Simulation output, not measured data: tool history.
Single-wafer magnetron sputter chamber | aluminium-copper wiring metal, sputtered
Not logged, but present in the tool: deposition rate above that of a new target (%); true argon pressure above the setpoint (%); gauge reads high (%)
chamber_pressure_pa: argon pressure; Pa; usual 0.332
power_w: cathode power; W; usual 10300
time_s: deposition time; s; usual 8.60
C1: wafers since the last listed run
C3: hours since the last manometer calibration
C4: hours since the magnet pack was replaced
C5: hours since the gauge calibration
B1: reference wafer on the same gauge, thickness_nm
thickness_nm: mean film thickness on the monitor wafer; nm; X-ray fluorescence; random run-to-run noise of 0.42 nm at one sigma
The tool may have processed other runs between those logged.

run 1 day=0.000 | chamber_pressure_pa=0.332 power_w=10300 time_s=8.60 | C1=0 wafers_on_the_sputter_target=5529 C3=600.5 C4=9197.2 C5=250.7 | B1=171.045 | thickness_nm=166.767
run 2 day=1.438 | chamber_pressure_pa=0.332 power_w=10300 time_s=8.60 | C1=866 wafers_on_the_sputter_target=6395 C3=635.0 C4=9231.7 C5=285.2 | B1=170.995 | thickness_nm=166.245
run 3 day=2.325 | chamber_pressure_pa=0.332 power_w=10300 time_s=8.60 | C1=534 wafers_on_the_sputter_target=6930 C3=656.3 C4=9253.0 C5=306.5 | B1=170.989 | thickness_nm=165.404
-- day=3.233 sputter target and shields replaced
run 4 day=3.254 | chamber_pressure_pa=0.332 power_w=10300 time_s=7.35 | C1=359 wafers_on_the_sputter_target=11 C3=678.6 C4=9275.3 C5=328.8 | B1=171.009 | thickness_nm=144.428
run 5 day=4.033 | chamber_pressure_pa=0.332 power_w=10300 time_s=7.35 | C1=469 wafers_on_the_sputter_target=481 C3=697.3 C4=9294.0 C5=347.5 | B1=170.978 | thickness_nm=144.521
run 6 day=5.200 | chamber_pressure_pa=0.332 power_w=10300 time_s=7.35 | C1=703 wafers_on_the_sputter_target=1184 C3=725.3 C4=9322.0 C5=375.5 | B1=170.928 | thickness_nm=143.796
run 7 day=6.638 | chamber_pressure_pa=0.332 power_w=10300 time_s=8.60 | C1=866 wafers_on_the_sputter_target=2050 C3=759.8 C4=9356.5 C5=410.0 | B1=170.933 | thickness_nm=167.985
run 8 day=7.321 | chamber_pressure_pa=0.332 power_w=10300 time_s=8.60 | C1=411 wafers_on_the_sputter_target=2462 C3=776.2 C4=9372.9 C5=426.4 | B1=170.995 | thickness_nm=168.110
-- day=8.525 magnet pack replaced
run 9 day=8.546 | chamber_pressure_pa=0.332 power_w=10300 time_s=8.60 | C1=537 wafers_on_the_sputter_target=2999 C3=805.6 C4=0.5 C5=455.8 | B1=170.873 | thickness_nm=167.560
run 10 day=9.079 | chamber_pressure_pa=0.332 power_w=11150 time_s=8.60 | C1=321 wafers_on_the_sputter_target=3320 C3=818.4 C4=13.3 C5=468.6 | B1=170.996 | thickness_nm=180.077
run 11 day=10.158 | chamber_pressure_pa=0.463 power_w=10300 time_s=9.70 | C1=650 wafers_on_the_sputter_target=3971 C3=844.3 C4=39.2 C5=494.5 | B1=170.949 | thickness_nm=176.776
run 12 day=10.700 | chamber_pressure_pa=0.256 power_w=10300 time_s=8.60 | C1=326 wafers_on_the_sputter_target=4297 C3=857.3 C4=52.2 C5=507.5 | B1=171.035 | thickness_nm=172.368
run 13 day=11.325 | chamber_pressure_pa=0.332 power_w=12100 time_s=8.60 | C1=376 wafers_on_the_sputter_target=4674 C3=872.3 C4=67.2 C5=522.5 | B1=171.153 | thickness_nm=192.911
run 14 day=12.196 | chamber_pressure_pa=0.459 power_w=9600 time_s=9.06 | C1=524 wafers_on_the_sputter_target=5198 C3=893.2 C4=88.1 C5=543.4 | B1=170.848 | thickness_nm=154.191
run 15 day=13.379 | chamber_pressure_pa=0.332 power_w=10300 time_s=9.24 | C1=713 wafers_on_the_sputter_target=5911 C3=921.6 C4=116.5 C5=571.8 | B1=171.112 | thickness_nm=178.217
-- day=13.775 gauge calibrated
run 16 day=14.383 | chamber_pressure_pa=0.464 power_w=10300 time_s=8.60 | C1=605 wafers_on_the_sputter_target=6517 C3=945.7 C4=140.6 C5=14.6 | B1=170.959 | thickness_nm=154.913
-- day=17.083 sputter target and shields replaced
run 17 day=17.104 | chamber_pressure_pa=0.277 power_w=12600 time_s=8.60 | C1=1438 wafers_on_the_sputter_target=13 C3=1011.0 C4=205.9 C5=79.9 | B1=170.994 | thickness_nm=208.114
-- day=18.012 capacitance manometer re-zeroed and calibrated
run 18 day=20.617 | chamber_pressure_pa=0.243 power_w=12450 time_s=10.00 | C1=1915 wafers_on_the_sputter_target=1929 C3=62.5 C4=290.2 C5=164.2 | B1=170.884 | thickness_nm=246.533
run 19 day=22.079 | chamber_pressure_pa=0.332 power_w=10300 time_s=8.60 | C1=881 wafers_on_the_sputter_target=2810 C3=97.6 C4=325.3 C5=199.3 | B1=171.002 | thickness_nm=170.455
run 20 day=23.550 | chamber_pressure_pa=0.426 power_w=12750 time_s=7.36 | C1=886 wafers_on_the_sputter_target=3696 C3=132.9 C4=360.6 C5=234.6 | B1=170.954 | thickness_nm=169.792
run 21 day=24.925 | chamber_pressure_pa=0.277 power_w=12600 time_s=8.60 | C1=828 wafers_on_the_sputter_target=4525 C3=165.9 C4=393.6 C5=267.6 | B1=171.070 | thickness_nm=207.737

Each row is a separate what-if for the run after 21, all from the same tool condition, not one after another. Results?
run A day=24.942 | chamber_pressure_pa=0.332 power_w=10300 time_s=8.60 | C1=10 wafers_on_the_sputter_target=4535 C3=166.3 C4=394.0 C5=268.0 | B1=? | thickness_nm=?
run B day=24.942 | chamber_pressure_pa=0.410 power_w=10300 time_s=7.30 | C1=10 wafers_on_the_sputter_target=4535 C3=166.3 C4=394.0 C5=268.0 | B1=? | thickness_nm=?
run C day=24.942 | chamber_pressure_pa=0.399 power_w=10300 time_s=9.11 | C1=10 wafers_on_the_sputter_target=4535 C3=166.3 C4=394.0 C5=268.0 | B1=? | thickness_nm=?
run D day=24.942 | chamber_pressure_pa=0.459 power_w=12300 time_s=8.60 | C1=10 wafers_on_the_sputter_target=4535 C3=166.3 C4=394.0 C5=268.0 | B1=? | thickness_nm=?
run E day=24.942 | chamber_pressure_pa=0.380 power_w=11900 time_s=9.06 | C1=10 wafers_on_the_sputter_target=4535 C3=166.3 C4=394.0 C5=268.0 | B1=? | thickness_nm=?

run=A B1=171.045 thickness_nm=169.524
run=B B1=171.045 thickness_nm=139.012
run=C B1=171.045 thickness_nm=174.322
run=D B1=171.045 thickness_nm=189.102
run=E B1=171.045 thickness_nm=199.966
With the hidden condition removed and each run's random variation left untouched, the same runs would have given:
run=A thickness_nm=171.771
run=B thickness_nm=140.954
run=C thickness_nm=176.740
run=D thickness_nm=191.827
run=E thickness_nm=202.705

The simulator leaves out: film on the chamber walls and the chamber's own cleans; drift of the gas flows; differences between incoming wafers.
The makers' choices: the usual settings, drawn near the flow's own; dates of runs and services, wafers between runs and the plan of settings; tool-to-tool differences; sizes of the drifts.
